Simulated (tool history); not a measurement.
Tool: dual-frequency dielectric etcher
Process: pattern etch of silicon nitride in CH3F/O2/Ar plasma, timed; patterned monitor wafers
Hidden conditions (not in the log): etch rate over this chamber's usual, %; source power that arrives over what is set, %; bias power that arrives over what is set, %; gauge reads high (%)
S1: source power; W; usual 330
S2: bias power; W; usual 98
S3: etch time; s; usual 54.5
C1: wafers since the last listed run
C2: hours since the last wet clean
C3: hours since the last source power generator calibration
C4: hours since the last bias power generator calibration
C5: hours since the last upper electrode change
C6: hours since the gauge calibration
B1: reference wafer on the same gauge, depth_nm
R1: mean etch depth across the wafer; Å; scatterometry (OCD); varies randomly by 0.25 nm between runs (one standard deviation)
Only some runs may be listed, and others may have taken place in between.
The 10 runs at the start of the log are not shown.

Run 11, hour 164.6: usual settings but S1 270 W, S2 80 W, S3 45.5 s; C1 154; C2 422.0; C3 3428.6; C4 142.1; C5 54.9; C6 452.2; B1 33.00. Result: R1 289.1 Å.
At hour 170.9: gauge calibrated.
Run 12, hour 178.3: usual settings but S1 270 W; C1 218; C2 435.7; C3 3442.3; C4 155.8; C5 68.6; C6 7.4; B1 33.17. Result: R1 370.3 Å.
Run 13, hour 191.9: usual settings; C1 216; C2 449.3; C3 3455.9; C4 169.4; C5 82.2; C6 21.0; B1 33.07. Result: R1 420.4 Å.
Run 14, hour 202.9: usual settings but S1 360 W, S2 111 W, S3 49.5 s; C1 175; C2 460.3; C3 3466.9; C4 180.4; C5 93.2; C6 32.0; B1 33.08. Result: R1 418.7 Å.
Run 15, hour 212.2: usual settings; C1 148; C2 469.6; C3 3476.2; C4 189.7; C5 102.5; C6 41.3; B1 33.12. Result: R1 420.9 Å.
At hour 236.8: wet clean of the chamber.
Run 16, hour 237.3: usual settings; C1 17; C2 0.5; C3 3501.3; C4 214.8; C5 127.6; C6 66.4; B1 33.13. Result: R1 402.8 Å.
Run 17, hour 237.6: usual settings; C1 4; C2 0.8; C3 3501.6; C4 215.1; C5 127.9; C6 66.7; B1 33.17. Result: R1 405.4 Å.
Run 18, hour 248.8: usual settings but S2 119 W; C1 178; C2 12.0; C3 3512.8; C4 226.3; C5 139.1; C6 77.9; B1 33.10. Result: R1 438.2 Å.
At hour 255.1: source power generator calibrated.
Run 19, hour 263.5: usual settings but S1 280 W, S3 70.0 s; C1 170; C2 26.7; C3 8.4; C4 241.0; C5 153.8; C6 92.6; B1 33.08. Result: R1 476.7 Å.
Run 20, hour 273.1: usual settings but S1 270 W, S2 89 W, S3 68.0 s; C1 152; C2 36.3; C3 18.0; C4 250.6; C5 163.4; C6 102.2; B1 33.07. Result: R1 434.5 Å.
Run 21, hour 284.3: usual settings but S1 280 W, S2 85 W, S3 69.5 s; C1 178; C2 47.5; C3 29.2; C4 261.8; C5 174.6; C6 113.4; B1 33.14. Result: R1 444.8 Å.
Run 22, hour 300.8: usual settings but S2 88 W; C1 262; C2 64.0; C3 45.7; C4 278.3; C5 191.1; C6 129.9; B1 33.14. Result: R1 394.7 Å.
Run 23, hour 316.5: usual settings but S2 85 W; C1 250; C2 79.7; C3 61.4; C4 294.0; C5 206.8; C6 145.6; B1 33.07. Result: R1 382.8 Å.
Run 24, hour 324.6: usual settings but S1 300 W, S2 89 W, S3 42.0 s; C1 129; C2 87.8; C3 69.5; C4 302.1; C5 214.9; C6 153.7; B1 33.08. Result: R1 290.0 Å.
Run 25, hour 332.6: usual settings but S2 121 W, S3 59.5 s; C1 127; C2 95.8; C3 77.5; C4 310.1; C5 222.9; C6 161.7; B1 33.09. Result: R1 476.9 Å.
Run 26, hour 339.1: usual settings but S1 350 W, S3 50.5 s; C1 103; C2 102.3; C3 84.0; C4 316.6; C5 229.4; C6 168.2; B1 33.06. Result: R1 388.1 Å.
Run 27, hour 354.4: usual settings but S2 104 W; C1 243; C2 117.6; C3 99.3; C4 331.9; C5 244.7; C6 183.5; B1 33.11. Result: R1 418.4 Å.

What does the tool deliver on the next run?
Run 28, hour 395.0: usual settings but S2 79 W, S3 44.0 s; C1 646; C2 158.2; C3 139.9; C4 372.5; C5 285.3; C6 224.1; B1 ?. Result: R1 ?.

B1: 33.08
R1: 309.5 Å
On a tool with no hidden condition, and with the same random variation, this run would have come out at R1 302.0 Å.
